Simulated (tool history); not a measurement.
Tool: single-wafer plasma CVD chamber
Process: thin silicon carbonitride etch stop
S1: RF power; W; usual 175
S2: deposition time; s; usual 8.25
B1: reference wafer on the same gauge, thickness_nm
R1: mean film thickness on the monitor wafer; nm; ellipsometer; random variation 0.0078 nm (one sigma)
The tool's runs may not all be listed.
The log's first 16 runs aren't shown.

run   hour   S1    S2     B1     R1
 17  223.2  155  9.11  4.320  4.336
 18  235.6  160  8.73  4.321  4.212
 19  242.4  150  9.41  4.321  4.429
 20  253.2  140  8.81  4.320  4.040
     278.7  -- gauge calibrated
 21  302.2  205  9.79  4.323  5.117
 22  316.6  175  8.25  4.321  4.075
 23  332.7  195  8.25  4.321  4.235
 24  349.6  150  8.25  4.319  3.875
     365.2  -- RF generator calibrated
 25  367.3  175  9.23  4.319  4.725
     380.0  -- showerhead replaced
 26  380.5  140  8.81  4.322  4.173
 27  389.8  195  8.25  4.319  4.390
 28  400.2  145  7.35  4.322  3.532
 29  417.8  210  7.24  4.320  3.959
 30  427.5  175  8.25  4.320  4.220
 31  443.7  165  6.87  4.322  3.451
 32  451.0  145  8.25  4.319  3.958
 33  465.1  150  9.63  4.319  4.675
 34  477.6  205  7.06  4.319  3.819
 35  490.2  150  8.25  4.320  4.006

4 ways to go on from here, each from the tool as it stands after run 35. What would each give?
  A  490.6  175  8.25   ?   ?
  B  490.6  145  8.88   ?   ?
  C  490.6  195  7.43   ?   ?
  D  490.6  190  7.63   ?   ?

run     B1     R1
  A  4.317  4.219
  B  4.317  4.251
  C  4.317  3.943
  D  4.317  4.014
Without the tool's hidden state the same runs would have given:
run     R1
  A  4.229
  B  4.261
  C  3.953
  D  4.024
